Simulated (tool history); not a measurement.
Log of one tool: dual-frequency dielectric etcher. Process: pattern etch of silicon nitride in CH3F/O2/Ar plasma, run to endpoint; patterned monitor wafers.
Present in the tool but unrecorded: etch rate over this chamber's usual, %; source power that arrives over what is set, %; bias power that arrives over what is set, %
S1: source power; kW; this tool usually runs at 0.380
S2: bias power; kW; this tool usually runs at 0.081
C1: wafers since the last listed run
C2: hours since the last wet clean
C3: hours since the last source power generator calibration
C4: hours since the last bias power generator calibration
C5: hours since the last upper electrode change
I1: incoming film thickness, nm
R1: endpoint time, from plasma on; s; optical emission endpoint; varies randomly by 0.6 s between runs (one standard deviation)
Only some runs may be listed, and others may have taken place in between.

| run | hour | S1 | S2 | C1 | C2 | C3 | C4 | C5 | I1 | R1 |
|---|---|---|---|---|---|---|---|---|---|---|
| 1 | 0.0 | 0.380 | 0.096 | 0 | 87.6 | 3345.6 | 1479.8 | 2370.8 | 51.7 | 64.7 |
| 2 | 47.9 | 0.380 | 0.096 | 615 | 135.5 | 3393.5 | 1527.7 | 2418.7 | 51.8 | 63.7 |
| 3 | 125.1 | 0.380 | 0.096 | 991 | 212.7 | 3470.7 | 1604.9 | 2495.9 | 51.4 | 63.6 |
| 4 | 186.1 | 0.380 | 0.081 | 783 | 273.7 | 3531.7 | 1665.9 | 2556.9 | 51.2 | 67.4 |
| 5 | 248.2 | 0.380 | 0.081 | 797 | 335.8 | 3593.8 | 1728.0 | 2619.0 | 51.5 | 67.9 |
| 6 | 334.4 | 0.350 | 0.081 | 1107 | 422.0 | 3680.0 | 1814.2 | 2705.2 | 51.2 | 68.2 |
| 7 | 428.1 | 0.350 | 0.081 | 1203 | 515.7 | 3773.7 | 1907.9 | 2798.9 | 51.9 | 68.5 |
| 8 | 523.5 | 0.380 | 0.081 | 1225 | 611.1 | 3869.1 | 2003.3 | 2894.3 | 51.7 | 66.4 |
|  | 578.7 | wet clean of the chamber |
| 9 | 604.7 | 0.380 | 0.081 | 734 | 26.0 | 3950.3 | 2084.5 | 2975.5 | 52.2 | 71.6 |
| 10 | 685.6 | 0.380 | 0.081 | 1039 | 106.9 | 4031.2 | 2165.4 | 3056.4 | 51.6 | 69.5 |
| 11 | 774.5 | 0.430 | 0.068 | 1142 | 195.8 | 4120.1 | 2254.3 | 3145.3 | 52.0 | 73.2 |
| 12 | 826.6 | 0.380 | 0.081 | 669 | 247.9 | 4172.2 | 2306.4 | 3197.4 | 51.4 | 68.0 |
| 13 | 909.7 | 0.380 | 0.067 | 1067 | 331.0 | 4255.3 | 2389.5 | 3280.5 | 52.0 | 75.1 |
| 14 | 1011.6 | 0.350 | 0.094 | 1309 | 432.9 | 4357.2 | 2491.4 | 3382.4 | 51.9 | 64.9 |
| 15 | 1048.2 | 0.380 | 0.081 | 470 | 469.5 | 4393.8 | 2528.0 | 3419.0 | 51.6 | 67.5 |
|  | 1077.9 | upper electrode replaced, of another model than before |
| 16 | 1092.2 | 0.430 | 0.070 | 256 | 513.5 | 4437.8 | 2572.0 | 14.3 | 52.2 | 74.2 |
|  | 1165.8 | wet clean of the chamber |
| 17 | 1166.3 | 0.480 | 0.068 | 643 | 0.5 | 4511.9 | 2646.1 | 88.4 | 51.8 | 75.8 |
|  | 1170.9 | source power generator calibrated |
|  | 1353.9 | bias power generator calibrated |
| 18 | 1460.1 | 0.380 | 0.081 | 3672 | 294.3 | 289.2 | 106.2 | 382.2 | 51.4 | 67.7 |
| 19 | 1515.3 | 0.430 | 0.094 | 709 | 349.5 | 344.4 | 161.4 | 437.4 | 51.8 | 61.3 |

What does the tool deliver on the next run?
| 20 | 1621.3 | 0.430 | 0.073 | 1362 | 455.5 | 450.4 | 267.4 | 543.4 | 51.6 | ? |

{"run 20": {"R1": 71.6}}
Take away the tool's hidden state, keep the run-to-run variation as it was, and the same run would have given R1 74.6 s.

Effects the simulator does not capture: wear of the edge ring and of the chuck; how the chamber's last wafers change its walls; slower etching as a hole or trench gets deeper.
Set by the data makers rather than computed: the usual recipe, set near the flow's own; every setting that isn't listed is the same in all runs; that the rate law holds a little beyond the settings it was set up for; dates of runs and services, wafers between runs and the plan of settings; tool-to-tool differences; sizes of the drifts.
